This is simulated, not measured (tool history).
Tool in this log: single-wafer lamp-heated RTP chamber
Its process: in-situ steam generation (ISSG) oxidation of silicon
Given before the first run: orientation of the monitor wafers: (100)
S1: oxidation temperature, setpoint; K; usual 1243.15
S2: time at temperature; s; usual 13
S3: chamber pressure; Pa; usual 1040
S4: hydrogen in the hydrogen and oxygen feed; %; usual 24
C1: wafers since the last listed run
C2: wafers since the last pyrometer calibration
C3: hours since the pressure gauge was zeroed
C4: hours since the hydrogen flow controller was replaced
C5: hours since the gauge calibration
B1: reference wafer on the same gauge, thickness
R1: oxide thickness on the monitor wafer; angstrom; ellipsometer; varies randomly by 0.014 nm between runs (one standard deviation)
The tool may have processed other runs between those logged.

run	hour	S1	S2	S3	S4	C1	C2	C3	C4	C5	B1	R1
1	0	1229.15	10	1040	24	0	7807	142.5	3195.5	1597.1	4.291	37.36
# hour 65: pyrometer window cleaned and pyrometer calibrated
2	94.5	1229.15	10	1040	24	1392	475	237	3290	1691.6	4.291	37.72
3	182.8	1243.15	15	1040	24	1421	1896	325.3	3378.3	1779.9	4.289	45.74
4	239.5	1243.15	15	1040	24	912	2808	382	3435	1836.6	4.292	46.06
5	298.3	1243.15	13	1040	24	946	3754	440.8	3493.8	1895.4	4.288	43.34
6	402.7	1243.15	13	1040	24	1680	5434	545.2	3598.2	1999.8	4.287	43.44
7	498	1243.15	13	1040	24	1533	6968	640.5	3693.5	2095.1	4.289	43.49
8	554.7	1243.15	13	1040	24	912	7881	697.2	3750.2	2151.8	4.288	43.44
9	638.2	1243.15	13	1040	24	1343	9224	780.7	3833.7	2235.3	4.292	43.81
10	708.7	1243.15	13	1040	24	1134	10359	851.2	3904.2	2305.8	4.287	44.1
# hour 730: pyrometer window cleaned and pyrometer calibrated, repeated, since the last time left the tool worse
11	778.1	1243.15	10	1040	24	988	773	920.6	3973.6	2375.2	4.293	38.21
12	839.9	1243.15	13	1040	20	994	1768	982.4	4035.4	2437	4.292	40.56
# hour 887.8: gauge calibrated
13	935.1	1243.15	13	1107	24	1532	3300	1077.6	4130.6	47.3	4.286	42.3
14	1007.2	1261.15	13	1133	24	1160	4460	1149.7	4202.7	119.4	4.289	44.99
15	1105.8	1243.15	13	987	28	1586	6047	1248.3	4301.3	218	4.29	44.7
16	1153.4	1257.15	13	1040	24	766	6813	1295.9	4348.9	265.6	4.295	44.72
17	1203.1	1255.15	13	1187	17	799	7613	1345.6	4398.6	315.3	4.286	40.84
# hour 1293: hydrogen flow controller replaced
# hour 1371.8: pyrometer window cleaned and pyrometer calibrated
18	1474.3	1243.15	13	1040	32	4106	1650	1616.8	181.3	586.5	4.293	45.77
# hour 1525.2: pressure gauge zeroed
19	1537.5	1243.15	17	1040	32	888	2538	12.3	244.5	649.7	4.288	51.29
20	1642.3	1235.15	11	1040	32	1686	4225	117.1	349.3	754.5	4.286	42.41
21	1723.5	1243.15	13	1040	24	1306	5531	198.3	430.5	835.7	4.289	42.58
22	1785.6	1257.15	13	1040	24	999	6531	260.4	492.6	897.8	4.287	44.66
# hour 1859.5: pyrometer window cleaned and pyrometer calibrated
23	1875.9	1224.15	17	1040	24	1324	264	350.7	582.9	988.1	4.284	44.72
24	1945.3	1243.15	13	1040	24	1116	1381	420.1	652.3	1057.5	4.287	42.36
25	2021.8	1261.15	8	1040	24	1231	2612	496.6	728.8	1134	4.295	37.09
26	2125.4	1243.15	13	947	24	1667	4279	600.2	832.4	1237.6	4.292	42.59
27	2232.9	1243.15	13	1040	15	1729	6009	707.7	939.9	1345.1	4.286	38.09
28	2278	1243.15	13	1040	24	725	6735	752.8	985	1390.2	4.287	42.51
29	2349.1	1243.15	12	1160	24	1144	7879	823.9	1056.1	1461.3	4.291	41.24
# hour 2411.1: pyrometer window cleaned and pyrometer calibrated
30	2415.7	1243.15	13	1040	16	943	73	890.5	1122.7	1527.9	4.292	38.23

For each entry between runs, how does the tool's hidden state at the last listed run before it compare with that at the first listed run after it?
Logged between run 1 and run 2: pyrometer window cleaned and pyrometer calibrated (hour 65)
  true wafer temperature minus pyrometer reading, K: 3.59 -> 7.19
  measured less the result without the state, R1: +0.32 -> +0.64 angstrom
Logged between run 10 and run 11: pyrometer window cleaned and pyrometer calibrated, repeated, since the last time left the tool worse (hour 730)
  true wafer temperature minus pyrometer reading, K: 12.7 -> 0.982
  measured less the result without the state, R1: +1.66 -> +0.1 angstrom
Logged between run 12 and run 13: gauge calibrated (hour 887.8)
  true wafer temperature minus pyrometer reading, K: 1.11 -> 1.51
  measured less the result without the state, R1: +0.13 -> +0.19 angstrom
Logged between run 17 and run 18: hydrogen flow controller replaced (hour 1293); pyrometer window cleaned and pyrometer calibrated (hour 1371.8)
  true wafer temperature minus pyrometer reading, K: 3.94 -> 0.342
  measured less the result without the state, R1: +0.5 -> +0.05 angstrom
Logged between run 18 and run 19: pressure gauge zeroed (hour 1525.2)
  true wafer temperature minus pyrometer reading, K: 0.342 -> 0.568
  measured less the result without the state, R1: +0.05 -> +0.09 angstrom
Logged between run 22 and run 23: pyrometer window cleaned and pyrometer calibrated (hour 1859.5)
  true wafer temperature minus pyrometer reading, K: 2.49 -> 0.0599
  measured less the result without the state, R1: +0.35 -> +0.01 angstrom
Logged between run 29 and run 30: pyrometer window cleaned and pyrometer calibrated (hour 2411.1)
  true wafer temperature minus pyrometer reading, K: 3.25 -> 0.561
  measured less the result without the state, R1: +0.37 -> +0.07 angstrom
